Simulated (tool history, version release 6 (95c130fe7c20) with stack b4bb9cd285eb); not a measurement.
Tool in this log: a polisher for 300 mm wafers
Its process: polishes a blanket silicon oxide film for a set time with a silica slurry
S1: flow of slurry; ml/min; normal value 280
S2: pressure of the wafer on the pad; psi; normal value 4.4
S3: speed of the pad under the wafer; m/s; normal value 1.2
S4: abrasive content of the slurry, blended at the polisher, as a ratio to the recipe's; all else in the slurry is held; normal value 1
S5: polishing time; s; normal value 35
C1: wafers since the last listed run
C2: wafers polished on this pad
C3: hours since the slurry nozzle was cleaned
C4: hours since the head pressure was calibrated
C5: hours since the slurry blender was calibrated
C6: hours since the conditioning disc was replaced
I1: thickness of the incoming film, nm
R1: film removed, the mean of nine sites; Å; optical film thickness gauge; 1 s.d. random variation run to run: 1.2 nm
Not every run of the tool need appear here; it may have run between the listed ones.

{"run": 1, "hour": 0.0, "S1": 280, "S2": 4.4, "S3": 1.2, "S4": 1, "S5": 35, "C1": 0, "C2": 2361, "C3": 565.1, "C4": 1151.8, "C5": 199.4, "C6": 139.1, "I1": 1427.7, "R1": 1534}
{"run": 2, "hour": 39.1, "S1": 280, "S2": 4.4, "S3": 1.2, "S4": 1, "S5": 35, "C1": 351, "C2": 2713, "C3": 604.2, "C4": 1190.9, "C5": 238.5, "C6": 178.2, "I1": 1424.0, "R1": 1542}
{"hour": 56.0, "done": "head pressure recalibrated"}
{"run": 3, "hour": 78.7, "S1": 280, "S2": 4.4, "S3": 1.2, "S4": 1, "S5": 35, "C1": 338, "C2": 3051, "C3": 643.8, "C4": 22.7, "C5": 278.1, "C6": 217.8, "I1": 1440.1, "R1": 1413}
{"hour": 121.8, "done": "worn pad replaced by a new one"}
{"run": 4, "hour": 148.2, "S1": 280, "S2": 4.4, "S3": 1.2, "S4": 1, "S5": 26, "C1": 589, "C2": 237, "C3": 713.3, "C4": 92.2, "C5": 347.6, "C6": 287.3, "I1": 1437.2, "R1": 1041}
{"hour": 184.2, "done": "slurry nozzle cleaned"}
{"hour": 186.6, "done": "slurry blender recalibrated"}
{"run": 5, "hour": 200.2, "S1": 280, "S2": 4.4, "S3": 1.2, "S4": 1, "S5": 35, "C1": 440, "C2": 677, "C3": 16.0, "C4": 144.2, "C5": 13.6, "C6": 339.3, "I1": 1407.2, "R1": 1411}
{"run": 6, "hour": 257.7, "S1": 280, "S2": 4.4, "S3": 1.2, "S4": 1, "S5": 35, "C1": 517, "C2": 1194, "C3": 73.5, "C4": 201.7, "C5": 71.1, "C6": 396.8, "I1": 1417.3, "R1": 1410}
{"hour": 349.8, "done": "conditioning disc replaced and pad reconditioned"}
{"run": 7, "hour": 361.7, "S1": 280, "S2": 5.0, "S3": 1.2, "S4": 1, "S5": 35, "C1": 917, "C2": 2112, "C3": 177.5, "C4": 305.7, "C5": 175.1, "C6": 11.9, "I1": 1419.2, "R1": 1558}
{"run": 8, "hour": 433.5, "S1": 255, "S2": 4.7, "S3": 1.2, "S4": 1, "S5": 35, "C1": 645, "C2": 2758, "C3": 249.3, "C4": 377.5, "C5": 246.9, "C6": 83.7, "I1": 1431.9, "R1": 1486}
{"run": 9, "hour": 535.5, "S1": 255, "S2": 4.7, "S3": 1.2, "S4": 1, "S5": 35, "C1": 917, "C2": 3675, "C3": 351.3, "C4": 479.5, "C5": 348.9, "C6": 185.7, "I1": 1402.9, "R1": 1500}
{"hour": 543.0, "done": "worn pad replaced by a new one"}
{"hour": 613.7, "done": "slurry blender recalibrated"}
{"run": 10, "hour": 614.2, "S1": 280, "S2": 4.4, "S3": 1.2, "S4": 1, "S5": 35, "C1": 653, "C2": 622, "C3": 430.0, "C4": 558.2, "C5": 0.5, "C6": 264.4, "I1": 1439.8, "R1": 1484}
{"run": 11, "hour": 672.8, "S1": 315, "S2": 4.4, "S3": 1.2, "S4": 1, "S5": 35, "C1": 527, "C2": 1149, "C3": 488.6, "C4": 616.8, "C5": 59.1, "C6": 323.0, "I1": 1421.6, "R1": 1494}
{"run": 12, "hour": 747.8, "S1": 240, "S2": 4.4, "S3": 1.2, "S4": 1, "S5": 38, "C1": 674, "C2": 1824, "C3": 563.6, "C4": 691.8, "C5": 134.1, "C6": 398.0, "I1": 1438.5, "R1": 1545}

Predict the results of run 13:
{"run": 13, "hour": 827.8, "S1": 240, "S2": 4.4, "S3": 1.2, "S4": 1, "S5": 35, "C1": 719, "C2": 2544, "C3": 643.6, "C4": 771.8, "C5": 214.1, "C6": 478.0, "I1": 1426.7, "R1": "?"}

{"run 13": {"R1": 1454}}
Take away the tool's hidden state, keep the run-to-run variation as it was, and the same run would have given R1 1374 Å.
